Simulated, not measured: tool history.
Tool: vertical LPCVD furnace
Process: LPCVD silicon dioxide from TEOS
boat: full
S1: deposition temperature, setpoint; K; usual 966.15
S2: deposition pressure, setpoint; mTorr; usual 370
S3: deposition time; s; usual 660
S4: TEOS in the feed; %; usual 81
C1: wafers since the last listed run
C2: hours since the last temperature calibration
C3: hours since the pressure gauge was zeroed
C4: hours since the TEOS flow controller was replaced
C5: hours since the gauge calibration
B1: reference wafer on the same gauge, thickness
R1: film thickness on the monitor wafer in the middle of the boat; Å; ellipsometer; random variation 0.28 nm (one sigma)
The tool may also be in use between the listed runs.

run,hour,S1,S2,S3,S4,C1,C2,C3,C4,C5,B1,R1
1,0.0,966.15,370,660,81,0,3548.0,4666.9,4017.5,377.5,85.00,851.3
2,12.7,957.15,390,660,81,281,3560.7,4679.6,4030.2,390.2,85.03,715.0
# hour 32.0: gauge calibrated
3,39.3,966.15,370,660,81,589,3587.3,4706.2,4056.8,7.3,85.00,854.5
4,62.3,966.15,370,660,81,509,3610.3,4729.2,4079.8,30.3,84.96,855.2
5,88.8,966.15,430,510,81,587,3636.8,4755.7,4106.3,56.8,85.02,713.8
6,102.1,966.15,430,510,81,294,3650.1,4769.0,4119.6,70.1,85.04,712.8
7,129.8,966.15,430,510,81,613,3677.8,4796.7,4147.3,97.8,84.92,712.3
8,153.3,969.15,370,570,81,520,3701.3,4820.2,4170.8,121.3,84.99,789.9
9,170.5,963.15,370,660,81,381,3718.5,4837.4,4188.0,138.5,85.01,794.3
10,247.1,963.15,370,660,81,1697,3795.1,4914.0,4264.6,215.1,85.03,802.9
11,259.2,963.15,370,660,81,268,3807.2,4926.1,4276.7,227.2,85.00,808.5
12,283.6,966.15,370,660,81,540,3831.6,4950.5,4301.1,251.6,85.06,859.7
13,306.5,966.15,370,660,81,507,3854.5,4973.4,4324.0,274.5,84.97,864.9
14,328.3,959.15,370,810,81,483,3876.3,4995.2,4345.8,296.3,84.97,895.8
# hour 353.8: TEOS flow controller replaced
15,354.3,978.15,430,570,68,44,3902.3,5021.2,0.5,322.3,85.03,968.8
16,384.4,969.15,370,570,81,667,3932.4,5051.3,30.6,352.4,84.96,800.8
17,418.8,966.15,450,660,81,762,3966.8,5085.7,65.0,386.8,85.08,954.3
18,432.3,966.15,370,660,81,299,3980.3,5099.2,78.5,400.3,85.05,870.2
# hour 465.8: gauge calibrated
# hour 480.8: thermocouples replaced and temperature profile calibrated
# hour 492.7: pressure gauge zeroed
19,493.2,966.15,370,660,81,554,12.4,0.5,139.4,27.4,85.04,798.1
20,497.0,966.15,370,660,81,84,16.2,4.3,143.2,31.2,85.00,794.7
21,505.9,966.15,440,660,81,197,25.1,13.2,152.1,40.1,85.02,868.1
22,521.4,973.15,435,660,81,343,40.6,28.7,167.6,55.6,84.97,1017.4
23,548.8,966.15,370,540,93,607,68.0,56.1,195.0,83.0,85.01,695.8
24,566.6,962.15,370,660,81,394,85.8,73.9,212.8,100.8,84.94,720.6
25,593.5,966.15,370,660,81,596,112.7,100.8,239.7,127.7,85.04,787.8
26,621.9,966.15,420,420,73,629,141.1,129.2,268.1,156.1,85.04,511.3
27,654.1,970.15,330,480,81,713,173.3,161.4,300.3,188.3,84.90,594.5
28,681.9,958.15,370,780,81,616,201.1,189.2,328.1,216.1,84.97,773.4
29,709.0,966.15,325,810,85,600,228.2,216.3,355.2,243.2,84.98,937.3
30,731.4,978.15,370,660,81,496,250.6,238.7,377.6,265.6,85.08,1047.8

5 ways to go on from here, each from the tool as it stands after run 30. What would each give?
A,735.3,966.15,370,570,81,86,254.5,242.6,381.5,269.5,?,?
B,735.3,966.15,370,780,81,86,254.5,242.6,381.5,269.5,?,?
C,735.3,974.15,370,660,89,86,254.5,242.6,381.5,269.5,?,?
D,735.3,957.15,300,660,93,86,254.5,242.6,381.5,269.5,?,?
E,735.3,976.15,400,750,73,86,254.5,242.6,381.5,269.5,?,?

run,B1,R1
A,84.97,684.4
B,84.97,936.5
C,84.97,1001.4
D,84.97,617.2
E,84.97,1122.3
Without the tool's hidden state the same runs would have given:
run,R1
A,673.0
B,921.0
C,985.1
D,606.8
E,1104.1
